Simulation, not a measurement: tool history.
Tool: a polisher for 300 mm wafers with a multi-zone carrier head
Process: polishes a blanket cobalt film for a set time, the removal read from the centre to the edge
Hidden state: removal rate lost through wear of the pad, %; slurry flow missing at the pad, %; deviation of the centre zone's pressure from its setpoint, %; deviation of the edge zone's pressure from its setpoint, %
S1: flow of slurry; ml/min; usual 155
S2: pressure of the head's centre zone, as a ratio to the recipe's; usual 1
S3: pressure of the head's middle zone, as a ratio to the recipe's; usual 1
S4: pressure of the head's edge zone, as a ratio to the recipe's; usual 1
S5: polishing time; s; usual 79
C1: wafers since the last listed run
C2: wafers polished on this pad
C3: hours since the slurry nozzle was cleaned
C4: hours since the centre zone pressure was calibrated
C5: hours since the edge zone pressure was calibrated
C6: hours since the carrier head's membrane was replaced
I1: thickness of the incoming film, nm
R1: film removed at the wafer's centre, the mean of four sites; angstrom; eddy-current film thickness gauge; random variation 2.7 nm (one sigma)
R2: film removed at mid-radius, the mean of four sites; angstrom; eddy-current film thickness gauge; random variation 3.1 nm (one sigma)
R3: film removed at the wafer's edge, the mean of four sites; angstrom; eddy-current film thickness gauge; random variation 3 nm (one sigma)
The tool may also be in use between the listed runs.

{"run": 1, "day": 0.0, "S1": 155, "S2": 1, "S3": 1, "S4": 1, "S5": 79, "C1": 0, "C2": 1811, "C3": 675, "C4": 909.6, "C5": 139.1, "C6": 2032.3, "I1": 1532.7, "R1": 2315, "R2": 2306, "R3": 2377}
{"run": 2, "day": 1.046, "S1": 155, "S2": 1, "S3": 1.06, "S4": 1, "S5": 79, "C1": 274, "C2": 2085, "C3": 700.1, "C4": 934.7, "C5": 164.2, "C6": 2057.4, "I1": 1521.8, "R1": 2282, "R2": 2386, "R3": 2360}
{"run": 3, "day": 1.983, "S1": 155, "S2": 1, "S3": 1, "S4": 1.07, "S5": 88, "C1": 245, "C2": 2331, "C3": 722.6, "C4": 957.2, "C5": 186.7, "C6": 2079.9, "I1": 1518.5, "R1": 2471, "R2": 2472, "R3": 2744}
{"day": 2.892, "done": "worn pad replaced by a new one"}
{"run": 4, "day": 2.912, "S1": 155, "S2": 1, "S3": 1, "S4": 1, "S5": 79, "C1": 199, "C2": 5, "C3": 744.9, "C4": 979.5, "C5": 209, "C6": 2102.2, "I1": 1548.3, "R1": 2421, "R2": 2437, "R3": 2514}
{"run": 5, "day": 3.542, "S1": 155, "S2": 1, "S3": 1, "S4": 1, "S5": 79, "C1": 164, "C2": 170, "C3": 760, "C4": 994.6, "C5": 224.1, "C6": 2117.3, "I1": 1541.3, "R1": 2386, "R2": 2380, "R3": 2479}
{"day": 3.775, "done": "carrier head's membrane replaced by a new one"}
{"run": 6, "day": 5.375, "S1": 155, "S2": 1, "S3": 1.07, "S4": 1.11, "S5": 79, "C1": 426, "C2": 596, "C3": 804, "C4": 1038.6, "C5": 268.1, "C6": 38.4, "I1": 1524.7, "R1": 2337, "R2": 2434, "R3": 2568}
{"day": 6.212, "done": "slurry nozzle cleaned"}
{"run": 7, "day": 6.35, "S1": 115, "S2": 1, "S3": 1, "S4": 1, "S5": 64, "C1": 244, "C2": 841, "C3": 3.3, "C4": 1062, "C5": 291.5, "C6": 61.8, "I1": 1565.5, "R1": 1957, "R2": 1934, "R3": 1987}
{"run": 8, "day": 7.35, "S1": 155, "S2": 0.91, "S3": 0.91, "S4": 1, "S5": 79, "C1": 262, "C2": 1103, "C3": 27.3, "C4": 1086, "C5": 315.5, "C6": 85.8, "I1": 1515.8, "R1": 2315, "R2": 2363, "R3": 2597}
{"run": 9, "day": 8.346, "S1": 155, "S2": 1, "S3": 1.1, "S4": 0.92, "S5": 79, "C1": 261, "C2": 1364, "C3": 51.2, "C4": 1109.9, "C5": 339.4, "C6": 109.7, "I1": 1548.2, "R1": 2541, "R2": 2726, "R3": 2453}
{"run": 10, "day": 9.208, "S1": 155, "S2": 0.95, "S3": 0.9, "S4": 1, "S5": 65, "C1": 226, "C2": 1591, "C3": 71.9, "C4": 1130.6, "C5": 360.1, "C6": 130.4, "I1": 1539.7, "R1": 1979, "R2": 1865, "R3": 2076}
{"run": 11, "day": 10.208, "S1": 155, "S2": 1, "S3": 0.89, "S4": 1.04, "S5": 79, "C1": 262, "C2": 1853, "C3": 95.9, "C4": 1154.6, "C5": 384.1, "C6": 154.4, "I1": 1536.9, "R1": 2538, "R2": 2264, "R3": 2579}
{"run": 12, "day": 11.417, "S1": 155, "S2": 1, "S3": 1, "S4": 0.91, "S5": 107, "C1": 316, "C2": 2170, "C3": 124.9, "C4": 1183.6, "C5": 413.1, "C6": 183.4, "I1": 1519.3, "R1": 3331, "R2": 3258, "R3": 3204}
{"day": 11.733, "done": "worn pad replaced by a new one"}
{"run": 13, "day": 12.904, "S1": 115, "S2": 1, "S3": 0.93, "S4": 1.08, "S5": 101, "C1": 346, "C2": 306, "C3": 160.6, "C4": 1219.3, "C5": 448.8, "C6": 219.1, "I1": 1528.3, "R1": 3012, "R2": 2827, "R3": 3290}
{"day": 13.771, "done": "centre zone pressure recalibrated"}
{"run": 14, "day": 13.858, "S1": 105, "S2": 1, "S3": 0.92, "S4": 1, "S5": 102, "C1": 228, "C2": 534, "C3": 183.5, "C4": 2.1, "C5": 471.7, "C6": 242, "I1": 1562.7, "R1": 2898, "R2": 2745, "R3": 3096}
{"day": 14.0, "done": "edge zone pressure recalibrated"}
{"run": 15, "day": 15.258, "S1": 155, "S2": 1, "S3": 1, "S4": 1, "S5": 79, "C1": 345, "C2": 880, "C3": 217.1, "C4": 35.7, "C5": 30.2, "C6": 275.6, "I1": 1561, "R1": 2515, "R2": 2443, "R3": 2582}
{"run": 16, "day": 16.733, "S1": 155, "S2": 1.05, "S3": 1, "S4": 1, "S5": 60, "C1": 386, "C2": 1266, "C3": 252.5, "C4": 71.1, "C5": 65.6, "C6": 311, "I1": 1548.5, "R1": 1969, "R2": 1828, "R3": 1941}
{"run": 17, "day": 17.575, "S1": 130, "S2": 1, "S3": 1, "S4": 1.12, "S5": 79, "C1": 220, "C2": 1487, "C3": 272.7, "C4": 91.3, "C5": 85.8, "C6": 331.2, "I1": 1531.8, "R1": 2364, "R2": 2290, "R3": 2557}
{"run": 18, "day": 19.05, "S1": 155, "S2": 1, "S3": 1.09, "S4": 1, "S5": 79, "C1": 386, "C2": 1874, "C3": 308.1, "C4": 126.7, "C5": 121.2, "C6": 366.6, "I1": 1519.3, "R1": 2418, "R2": 2543, "R3": 2454}
{"day": 20.204, "done": "worn pad replaced by a new one"}
{"run": 19, "day": 20.225, "S1": 155, "S2": 1, "S3": 0.95, "S4": 1, "S5": 79, "C1": 264, "C2": 4, "C3": 336.3, "C4": 154.9, "C5": 149.4, "C6": 394.8, "I1": 1546.2, "R1": 2543, "R2": 2464, "R3": 2624}
{"run": 20, "day": 21.162, "S1": 185, "S2": 0.96, "S3": 1.1, "S4": 0.94, "S5": 79, "C1": 245, "C2": 250, "C3": 358.8, "C4": 177.4, "C5": 171.9, "C6": 417.3, "I1": 1521.2, "R1": 2613, "R2": 2807, "R3": 2572}
{"run": 21, "day": 22.088, "S1": 155, "S2": 1, "S3": 1, "S4": 1.09, "S5": 91, "C1": 242, "C2": 493, "C3": 381, "C4": 199.6, "C5": 194.1, "C6": 439.5, "I1": 1523.1, "R1": 2915, "R2": 2868, "R3": 3104}
{"run": 22, "day": 23.112, "S1": 105, "S2": 1, "S3": 0.92, "S4": 1, "S5": 102, "C1": 268, "C2": 762, "C3": 405.6, "C4": 224.2, "C5": 218.7, "C6": 464.1, "I1": 1565.2, "R1": 2770, "R2": 2686, "R3": 3057}
{"run": 23, "day": 24.6, "S1": 190, "S2": 1, "S3": 1, "S4": 1, "S5": 79, "C1": 389, "C2": 1151, "C3": 441.3, "C4": 259.9, "C5": 254.4, "C6": 499.8, "I1": 1555.2, "R1": 2548, "R2": 2466, "R3": 2590}

3 ways to go on from here, each from the tool as it stands after run 23. What would each give?
{"run": "A", "day": 24.621, "S1": 155, "S2": 1, "S3": 1, "S4": 1, "S5": 79, "C1": 5, "C2": 1157, "C3": 441.8, "C4": 260.4, "C5": 254.9, "C6": 500.3, "I1": 1545.9, "R1": "?", "R2": "?", "R3": "?"}
{"run": "B", "day": 24.621, "S1": 155, "S2": 0.97, "S3": 0.89, "S4": 0.9, "S5": 86, "C1": 5, "C2": 1157, "C3": 441.8, "C4": 260.4, "C5": 254.9, "C6": 500.3, "I1": 1545.9, "R1": "?", "R2": "?", "R3": "?"}
{"run": "C", "day": 24.621, "S1": 125, "S2": 1, "S3": 1, "S4": 1.04, "S5": 68, "C1": 5, "C2": 1157, "C3": 441.8, "C4": 260.4, "C5": 254.9, "C6": 500.3, "I1": 1545.9, "R1": "?", "R2": "?", "R3": "?"}

run=A R1=2446 R2=2452 R3=2506
run=B R1=2580 R2=2453 R3=2599
run=C R1=1953 R2=1978 R3=2104
Without the tool's hidden state the same runs would have given:
run=A R1=2725 R2=2709 R3=2721
run=B R1=2875 R2=2711 R3=2823
run=C R1=2217 R2=2219 R3=2305
